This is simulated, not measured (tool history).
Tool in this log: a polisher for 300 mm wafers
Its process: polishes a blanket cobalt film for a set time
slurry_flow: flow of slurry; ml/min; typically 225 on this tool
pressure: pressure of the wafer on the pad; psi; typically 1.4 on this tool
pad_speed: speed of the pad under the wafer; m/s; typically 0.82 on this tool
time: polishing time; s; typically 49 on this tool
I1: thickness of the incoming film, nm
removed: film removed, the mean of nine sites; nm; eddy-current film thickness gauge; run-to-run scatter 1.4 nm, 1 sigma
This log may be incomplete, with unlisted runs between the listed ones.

Run 1, day 0.000: usual settings but slurry_flow 180 ml/min; I1 1221.2. Result: removed 105.0 nm.
At day 0.158: slurry nozzle cleaned.
At day 1.712: head pressure recalibrated.
Run 2, day 6.679: usual settings but slurry_flow 180 ml/min; I1 1216.3. Result: removed 109.7 nm.
Run 3, day 8.800: usual settings; I1 1227.8. Result: removed 111.5 nm.
Run 4, day 10.938: usual settings; I1 1222.5. Result: removed 112.7 nm.
At day 12.838: slurry nozzle cleaned.
At day 13.271: worn pad replaced by a new one.
Run 5, day 13.533: usual settings but time 37 s; I1 1242.2. Result: removed 89.8 nm.
Run 6, day 17.529: usual settings but time 45 s; I1 1236.6. Result: removed 104.9 nm.
At day 18.496: head pressure recalibrated.
Run 7, day 21.988: usual settings but time 45 s; I1 1243.3. Result: removed 100.0 nm.
Run 8, day 25.246: usual settings but pressure 1.0 psi, time 56 s; I1 1234.8. Result: removed 100.9 nm.
At day 25.362: slurry nozzle cleaned.
Run 9, day 28.883: usual settings but slurry_flow 175 ml/min; I1 1222.3. Result: removed 108.8 nm.
At day 29.196: worn pad replaced by a new one.
Run 10, day 32.188: usual settings; I1 1225.8. Result: removed 114.5 nm.
At day 33.512: head pressure recalibrated.
Run 11, day 33.925: usual settings; I1 1238.3. Result: removed 109.9 nm.
At day 38.538: slurry nozzle cleaned.
Run 12, day 38.846: usual settings but time 64 s; I1 1232.8. Result: removed 153.2 nm.
Run 13, day 40.538: usual settings but time 63 s; I1 1231.9. Result: removed 149.1 nm.
At day 43.117: worn pad replaced by a new one.
Run 14, day 43.600: usual settings; I1 1235.1. Result: removed 112.9 nm.
Run 15, day 47.933: usual settings but slurry_flow 160 ml/min, pressure 0.9 psi, pad_speed 0.70 m/s; I1 1236.1. Result: removed 70.2 nm.
At day 50.217: head pressure recalibrated.
Run 16, day 50.904: usual settings but pressure 0.9 psi, time 36 s; I1 1218.5. Result: removed 60.6 nm.
At day 51.121: slurry nozzle cleaned.
Run 17, day 53.654: usual settings but pressure 1.1 psi; I1 1231.2. Result: removed 97.7 nm.
At day 55.792: worn pad replaced by a new one.
Run 18, day 56.800: usual settings but pressure 1.3 psi, time 56 s; I1 1244.2. Result: removed 121.1 nm.
At day 67.221: slurry nozzle cleaned.
Run 19, day 67.312: usual settings but slurry_flow 260 ml/min, pressure 1.9 psi, pad_speed 0.56 m/s; I1 1240.7. Result: removed 117.7 nm.
At day 68.575: worn pad replaced by a new one.
At day 68.712: head pressure recalibrated.
Run 20, day 69.750: usual settings; I1 1203.8. Result: removed 115.7 nm.
Run 21, day 72.671: usual settings but pad_speed 0.68 m/s; I1 1207.9. Result: removed 100.6 nm.

Alternative continuations, all from the tool just after run 21; predict every row:
Run A, day 72.688: usual settings but time 59 s; I1 1232.9. Result: removed ?.
Run B, day 72.688: usual settings but pressure 1.7 psi, pad_speed 0.56 m/s; I1 1232.9. Result: removed ?.
Run C, day 72.688: usual settings but slurry_flow 145 ml/min, pad_speed 1.06 m/s; I1 1232.9. Result: removed ?.
Run D, day 72.688: usual settings but slurry_flow 295 ml/min, pressure 1.3 psi, pad_speed 0.56 m/s, time 56 s; I1 1232.9. Result: removed ?.

run  removed
  A    134.3
  B    100.0
  C    125.0
  D     97.5
Stripped of hidden state, with their random variation kept, the same runs would have yielded:
run  removed
  A    140.6
  B    104.7
  C    133.5
  D    101.2

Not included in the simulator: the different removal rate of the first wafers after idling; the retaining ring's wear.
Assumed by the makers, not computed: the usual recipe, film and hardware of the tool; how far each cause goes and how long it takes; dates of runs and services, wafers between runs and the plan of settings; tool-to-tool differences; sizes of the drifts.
